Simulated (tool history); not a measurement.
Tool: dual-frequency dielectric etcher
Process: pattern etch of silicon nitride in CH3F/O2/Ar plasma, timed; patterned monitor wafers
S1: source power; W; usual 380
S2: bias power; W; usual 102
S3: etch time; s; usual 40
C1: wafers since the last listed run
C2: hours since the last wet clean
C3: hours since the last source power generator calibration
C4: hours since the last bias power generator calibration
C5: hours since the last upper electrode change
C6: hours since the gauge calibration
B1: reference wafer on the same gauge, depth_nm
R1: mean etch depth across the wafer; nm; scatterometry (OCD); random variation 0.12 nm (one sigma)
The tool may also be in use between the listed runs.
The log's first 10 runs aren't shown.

{"run": 11, "hour": 244.4, "S1": 380, "S2": 102, "S3": 40, "C1": 365, "C2": 271.3, "C3": 2476.1, "C4": 3066, "C5": 3170, "C6": 281.9, "B1": 30.06, "R1": 28.64}
{"run": 12, "hour": 276.4, "S1": 380, "S2": 102, "S3": 40, "C1": 431, "C2": 303.3, "C3": 2508.1, "C4": 3098, "C5": 3202, "C6": 313.9, "B1": 30.12, "R1": 28.3}
{"run": 13, "hour": 305.1, "S1": 380, "S2": 102, "S3": 40, "C1": 387, "C2": 332, "C3": 2536.8, "C4": 3126.7, "C5": 3230.7, "C6": 342.6, "B1": 30.13, "R1": 28.04}
{"run": 14, "hour": 320.7, "S1": 380, "S2": 102, "S3": 34, "C1": 210, "C2": 347.6, "C3": 2552.4, "C4": 3142.3, "C5": 3246.3, "C6": 358.2, "B1": 30.14, "R1": 23.95}
{"run": 15, "hour": 352.9, "S1": 450, "S2": 102, "S3": 46.5, "C1": 434, "C2": 379.8, "C3": 2584.6, "C4": 3174.5, "C5": 3278.5, "C6": 390.4, "B1": 30.07, "R1": 35.95}
{"hour": 378.1, "done": "upper electrode replaced"}
{"run": 16, "hour": 378.6, "S1": 380, "S2": 79, "S3": 46.5, "C1": 22, "C2": 405.5, "C3": 2610.3, "C4": 3200.2, "C5": 0.5, "C6": 416.1, "B1": 30.11, "R1": 29.43}
{"hour": 383.9, "done": "source power generator calibrated"}
{"run": 17, "hour": 408.5, "S1": 380, "S2": 102, "S3": 40, "C1": 349, "C2": 435.4, "C3": 24.6, "C4": 3230.1, "C5": 30.4, "C6": 446, "B1": 30.1, "R1": 28.46}
{"run": 18, "hour": 422.0, "S1": 450, "S2": 112, "S3": 40, "C1": 182, "C2": 448.9, "C3": 38.1, "C4": 3243.6, "C5": 43.9, "C6": 459.5, "B1": 30.09, "R1": 32.06}
{"hour": 426.5, "done": "gauge calibrated"}
{"run": 19, "hour": 457.9, "S1": 290, "S2": 93, "S3": 28.5, "C1": 484, "C2": 484.8, "C3": 74, "C4": 3279.5, "C5": 79.8, "C6": 31.4, "B1": 30.11, "R1": 16.54}
{"hour": 505.7, "done": "wet clean of the chamber"}
{"run": 20, "hour": 506.2, "S1": 380, "S2": 102, "S3": 40, "C1": 327, "C2": 0.5, "C3": 122.3, "C4": 3327.8, "C5": 128.1, "C6": 79.7, "B1": 30.1, "R1": 28.83}
{"hour": 517.3, "done": "bias power generator calibrated"}
{"run": 21, "hour": 517.8, "S1": 280, "S2": 102, "S3": 40, "C1": 102, "C2": 12.1, "C3": 133.9, "C4": 0.5, "C5": 139.7, "C6": 91.3, "B1": 30.08, "R1": 24.13}
{"run": 22, "hour": 545.4, "S1": 380, "S2": 77, "S3": 40, "C1": 372, "C2": 39.7, "C3": 161.5, "C4": 28.1, "C5": 167.3, "C6": 118.9, "B1": 30.12, "R1": 25.45}
{"run": 23, "hour": 561.4, "S1": 380, "S2": 102, "S3": 40, "C1": 215, "C2": 55.7, "C3": 177.5, "C4": 44.1, "C5": 183.3, "C6": 134.9, "B1": 30.08, "R1": 28.66}
{"run": 24, "hour": 588.5, "S1": 410, "S2": 123, "S3": 32, "C1": 365, "C2": 82.8, "C3": 204.6, "C4": 71.2, "C5": 210.4, "C6": 162, "B1": 30.14, "R1": 25.96}
{"run": 25, "hour": 615.3, "S1": 380, "S2": 88, "S3": 31.5, "C1": 361, "C2": 109.6, "C3": 231.4, "C4": 98, "C5": 237.2, "C6": 188.8, "B1": 30.08, "R1": 21.34}
{"run": 26, "hour": 641.9, "S1": 380, "S2": 95, "S3": 51, "C1": 358, "C2": 136.2, "C3": 258, "C4": 124.6, "C5": 263.8, "C6": 215.4, "B1": 30.12, "R1": 35.43}
{"run": 27, "hour": 659.7, "S1": 380, "S2": 112, "S3": 40, "C1": 240, "C2": 154, "C3": 275.8, "C4": 142.4, "C5": 281.6, "C6": 233.2, "B1": 30.11, "R1": 29.72}
{"run": 28, "hour": 685.4, "S1": 350, "S2": 102, "S3": 40, "C1": 346, "C2": 179.7, "C3": 301.5, "C4": 168.1, "C5": 307.3, "C6": 258.9, "B1": 30.11, "R1": 27.6}
{"run": 29, "hour": 702.2, "S1": 380, "S2": 102, "S3": 40, "C1": 226, "C2": 196.5, "C3": 318.3, "C4": 184.9, "C5": 324.1, "C6": 275.7, "B1": 30.09, "R1": 28.69}
{"run": 30, "hour": 717.8, "S1": 350, "S2": 111, "S3": 32.5, "C1": 210, "C2": 212.1, "C3": 333.9, "C4": 200.5, "C5": 339.7, "C6": 291.3, "B1": 30.1, "R1": 23.11}

Forecast each of these 3 alternatives for the next run:
{"run": "A", "hour": 718.2, "S1": 380, "S2": 102, "S3": 40, "C1": 5, "C2": 212.5, "C3": 334.3, "C4": 200.9, "C5": 340.1, "C6": 291.7, "B1": "?", "R1": "?"}
{"run": "B", "hour": 718.2, "S1": 310, "S2": 115, "S3": 52, "C1": 5, "C2": 212.5, "C3": 334.3, "C4": 200.9, "C5": 340.1, "C6": 291.7, "B1": "?", "R1": "?"}
{"run": "C", "hour": 718.2, "S1": 380, "S2": 88, "S3": 51, "C1": 5, "C2": 212.5, "C3": 334.3, "C4": 200.9, "C5": 340.1, "C6": 291.7, "B1": "?", "R1": "?"}

run=A B1=30.11 R1=28.57
run=B B1=30.11 R1=34.96
run=C B1=30.11 R1=34.14
Without the tool's hidden state the same runs would have given:
run=A R1=28.78
run=B R1=35.21
run=C R1=34.39

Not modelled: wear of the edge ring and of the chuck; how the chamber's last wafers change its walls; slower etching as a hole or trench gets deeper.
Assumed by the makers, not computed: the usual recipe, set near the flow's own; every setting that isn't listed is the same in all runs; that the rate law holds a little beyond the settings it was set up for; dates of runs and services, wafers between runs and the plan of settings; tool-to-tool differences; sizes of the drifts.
